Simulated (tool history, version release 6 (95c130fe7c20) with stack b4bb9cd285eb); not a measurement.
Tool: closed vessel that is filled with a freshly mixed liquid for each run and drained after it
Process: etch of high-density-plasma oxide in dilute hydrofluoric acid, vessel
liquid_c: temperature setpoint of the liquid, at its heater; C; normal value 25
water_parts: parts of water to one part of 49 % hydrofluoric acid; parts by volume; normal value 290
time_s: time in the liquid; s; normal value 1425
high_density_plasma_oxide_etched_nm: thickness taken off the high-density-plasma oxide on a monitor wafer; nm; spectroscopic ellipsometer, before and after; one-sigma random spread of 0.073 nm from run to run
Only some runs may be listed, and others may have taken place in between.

| run | day | liquid_c | water_parts | time_s | wafers since the last listed run | hours since the thermometer was replaced | hours since the hydrofluoric acid flow meter was replaced | hours since the gauge calibration | read-back film thickness of the high-density-plasma oxide reference wafer, read on the same gauge (nm) | high_density_plasma_oxide_etched_nm |
|---|---|---|---|---|---|---|---|---|---|---|
| 1 | 0 | 25 | 290 | 1425 | 0 | 453.2 | 229.5 | 2472.7 | 51.18 | 22.07 |
| 2 | 3.662 | 26.5 | 290 | 1425 | 2802 | 541.1 | 317.4 | 2560.6 | 51.22 | 23.23 |
| 3 | 7.962 | 25 | 290 | 1425 | 3289 | 644.3 | 420.6 | 2663.8 | 51.33 | 22.24 |
| 4 | 12.325 | 25 | 290 | 1425 | 3337 | 749 | 525.3 | 2768.5 | 51.46 | 22.21 |
| 5 | 14.104 | 25 | 290 | 1425 | 1361 | 791.7 | 568 | 2811.2 | 51.49 | 22.1 |
|  | 17.346 | thermometer replaced |
| 6 | 17.717 | 25 | 290 | 1425 | 2732 | 8.9 | 654.7 | 2897.9 | 51.56 | 22.21 |
|  | 20.242 | hydrofluoric acid flow meter replaced |
| 7 | 20.262 | 25 | 290 | 1425 | 1915 | 70 | 0.5 | 2959 | 51.64 | 22.3 |
| 8 | 23.167 | 25 | 290 | 1425 | 2221 | 139.7 | 70.2 | 3028.7 | 51.69 | 22.27 |
| 9 | 25.829 | 25 | 290 | 1425 | 2037 | 203.6 | 134.1 | 3092.6 | 51.75 | 22.42 |
| 10 | 27.358 | 25 | 290 | 1425 | 1169 | 240.3 | 170.8 | 3129.3 | 51.83 | 22.38 |
| 11 | 29.671 | 22.5 | 290 | 1425 | 1769 | 295.8 | 226.3 | 3184.8 | 51.87 | 20.46 |
|  | 33.533 | gauge calibrated |
| 12 | 33.817 | 25 | 215 | 1425 | 3171 | 395.3 | 325.8 | 6.8 | 49.46 | 31.01 |
| 13 | 41.271 | 25 | 215 | 1425 | 5703 | 574.2 | 504.7 | 185.7 | 49.48 | 31.1 |
| 14 | 44.192 | 25 | 175 | 1425 | 2234 | 644.3 | 574.8 | 255.8 | 49.5 | 40.11 |
| 15 | 47.479 | 22 | 340 | 595 | 2515 | 723.2 | 653.7 | 334.7 | 49.5 | 6.53 |
|  | 49.504 | hydrofluoric acid flow meter replaced |
|  | 49.733 | thermometer replaced |
| 16 | 51.846 | 25 | 385 | 685 | 3277 | 50.7 | 56.2 | 439.5 | 49.48 | 7.06 |
| 17 | 53.562 | 25 | 290 | 1425 | 1313 | 91.9 | 97.4 | 480.7 | 49.52 | 21.44 |
| 18 | 63.912 | 28.5 | 350 | 1715 | 7918 | 340.3 | 345.8 | 729.1 | 49.57 | 22.45 |
| 19 | 67.5 | 25 | 220 | 1425 | 2744 | 426.4 | 431.9 | 815.2 | 49.58 | 30.24 |
| 20 | 74.108 | 21 | 290 | 1425 | 5056 | 585 | 590.5 | 973.8 | 49.67 | 18.56 |
| 21 | 76.758 | 25 | 290 | 1425 | 2027 | 648.6 | 654.1 | 1037.4 | 49.67 | 21.46 |
| 22 | 79.762 | 25 | 290 | 1425 | 2298 | 720.7 | 726.2 | 1109.5 | 49.68 | 21.37 |
| 23 | 81.508 | 25 | 290 | 1425 | 1335 | 762.6 | 768.1 | 1151.4 | 49.71 | 21.41 |
|  | 82.15 | hydrofluoric acid flow meter replaced |
| 24 | 84.833 | 25 | 290 | 665 | 2512 | 842.4 | 64.4 | 1231.2 | 49.74 | 9.96 |
| 25 | 86.604 | 20.5 | 385 | 1810 | 1354 | 884.9 | 106.9 | 1273.7 | 49.76 | 16.08 |
|  | 91.588 | thermometer replaced |
| 26 | 91.958 | 22.5 | 290 | 1105 | 4064 | 8.9 | 235.4 | 1402.2 | 49.81 | 15.2 |
| 27 | 94.458 | 25 | 290 | 1425 | 1912 | 68.9 | 295.4 | 1462.2 | 49.84 | 21.48 |
| 28 | 96.85 | 22 | 290 | 1690 | 1829 | 126.3 | 352.8 | 1519.6 | 49.87 | 22.99 |
| 29 | 104.796 | 25 | 290 | 1910 | 6079 | 317 | 543.5 | 1710.3 | 49.99 | 28.87 |
| 30 | 110.583 | 28 | 335 | 1755 | 4427 | 455.9 | 682.4 | 1849.2 | 50.06 | 24.33 |
|  | 115.583 | hydrofluoric acid flow meter replaced |
| 31 | 115.879 | 25 | 325 | 2195 | 4019 | 583 | 7.1 | 1976.3 | 50.15 | 28.85 |
| 32 | 123.067 | 21 | 390 | 1965 | 5499 | 755.5 | 179.6 | 2148.8 | 50.28 | 17.7 |

Hidden state, per run?
liquid colder than its thermometer reads (K): 0 on each run
hydrofluoric acid flow above the setpoint (%): 0 on each run
H1: gauge reads high (%)
| run | H1 |
|---|---|
| 1 | 2.36 |
| 2 | 2.51 |
| 3 | 2.7 |
| 4 | 2.89 |
| 5 | 2.97 |
| 6 | 3.15 |
| 7 | 3.27 |
| 8 | 3.42 |
| 9 | 3.55 |
| 10 | 3.63 |
| 11 | 3.75 |
| 12 | -1.05 |
| 13 | -1.04 |
| 14 | -1.03 |
| 15 | -1.01 |
| 16 | -0.986 |
| 17 | -0.973 |
| 18 | -0.869 |
| 19 | -0.823 |
| 20 | -0.724 |
| 21 | -0.68 |
| 22 | -0.627 |
| 23 | -0.594 |
| 24 | -0.528 |
| 25 | -0.491 |
| 26 | -0.372 |
| 27 | -0.312 |
| 28 | -0.253 |
| 29 | -0.0396 |
| 30 | 0.132 |
| 31 | 0.3 |
| 32 | 0.547 |
